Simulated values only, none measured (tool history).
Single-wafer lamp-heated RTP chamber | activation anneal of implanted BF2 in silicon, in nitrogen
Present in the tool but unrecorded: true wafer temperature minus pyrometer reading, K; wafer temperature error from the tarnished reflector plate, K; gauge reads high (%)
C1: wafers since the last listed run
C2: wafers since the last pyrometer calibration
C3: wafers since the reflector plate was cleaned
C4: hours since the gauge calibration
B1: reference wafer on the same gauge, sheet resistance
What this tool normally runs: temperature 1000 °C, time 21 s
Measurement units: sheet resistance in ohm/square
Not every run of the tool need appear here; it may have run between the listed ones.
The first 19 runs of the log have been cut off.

At hour 218.6: gauge calibrated.
Run 20, hour 227.1: usual settings but temperature 992 °C, time 12 s; C1 306; C2 5940; C3 9436; C4 8.5; B1 274.19. Result: sheet resistance 344.93 ohm/square.
At hour 239.1: pyrometer window cleaned and pyrometer calibrated.
Run 21, hour 239.6: usual settings; C1 78; C2 9; C3 9515; C4 21; B1 274.13. Result: sheet resistance 261 ohm/square.
At hour 261.2: reflector plate cleaned.
Run 22, hour 261.7: usual settings but temperature 1017 °C, time 16 s; C1 247; C2 256; C3 8; C4 43.1; B1 273.84. Result: sheet resistance 230.15 ohm/square.
Run 23, hour 265.2: usual settings; C1 61; C2 317; C3 69; C4 46.6; B1 274.22. Result: sheet resistance 259.04 ohm/square.
Run 24, hour 271.7: usual settings but temperature 1015 °C, time 31 s; C1 113; C2 431; C3 183; C4 53.1; B1 274.33. Result: sheet resistance 186.66 ohm/square.
Run 25, hour 284.5: usual settings but temperature 984 °C; C1 224; C2 656; C3 407; C4 65.9; B1 274.23. Result: sheet resistance 322.7 ohm/square.
Run 26, hour 297.3: usual settings but time 25 s; C1 224; C2 880; C3 632; C4 78.7; B1 274.21. Result: sheet resistance 243.58 ohm/square.
Run 27, hour 306.6: usual settings but temperature 1010 °C, time 10 s; C1 162; C2 1043; C3 795; C4 88; B1 274.01. Result: sheet resistance 295.58 ohm/square.
Run 28, hour 318.4: usual settings but temperature 1009 °C, time 28 s; C1 206; C2 1250; C3 1001; C4 99.8; B1 273.67. Result: sheet resistance 207.24 ohm/square.
Run 29, hour 333: usual settings but temperature 990 °C, time 28 s; C1 255; C2 1505; C3 1257; C4 114.4; B1 273.95. Result: sheet resistance 269.15 ohm/square.
Run 30, hour 348.2: usual settings but temperature 990 °C, time 31 s; C1 266; C2 1772; C3 1524; C4 129.6; B1 273.84. Result: sheet resistance 261.12 ohm/square.

What if the next run were any one of these 4? Each begins from the tool's condition after run 30:
Run A, hour 348.6: usual settings; C1 7; C2 1779; C3 1531; C4 130; B1 ?. Result: sheet resistance ?.
Run B, hour 348.6: usual settings but temperature 975 °C, time 16 s; C1 7; C2 1779; C3 1531; C4 130; B1 ?. Result: sheet resistance ?.
Run C, hour 348.6: usual settings but temperature 991 °C, time 32 s; C1 7; C2 1779; C3 1531; C4 130; B1 ?. Result: sheet resistance ?.
Run D, hour 348.6: usual settings but temperature 977 °C, time 14 s; C1 7; C2 1779; C3 1531; C4 130; B1 ?. Result: sheet resistance ?.

run      B1  sheet resistance
  A  273.94            259.25
  B  273.94            391.85
  C  273.94            253.31
  D  273.94            396.26
Had the tool no hidden state, the same runs would have come out as:
run  sheet resistance
  A            259.25
  B            391.85
  C            253.31
  D            396.26

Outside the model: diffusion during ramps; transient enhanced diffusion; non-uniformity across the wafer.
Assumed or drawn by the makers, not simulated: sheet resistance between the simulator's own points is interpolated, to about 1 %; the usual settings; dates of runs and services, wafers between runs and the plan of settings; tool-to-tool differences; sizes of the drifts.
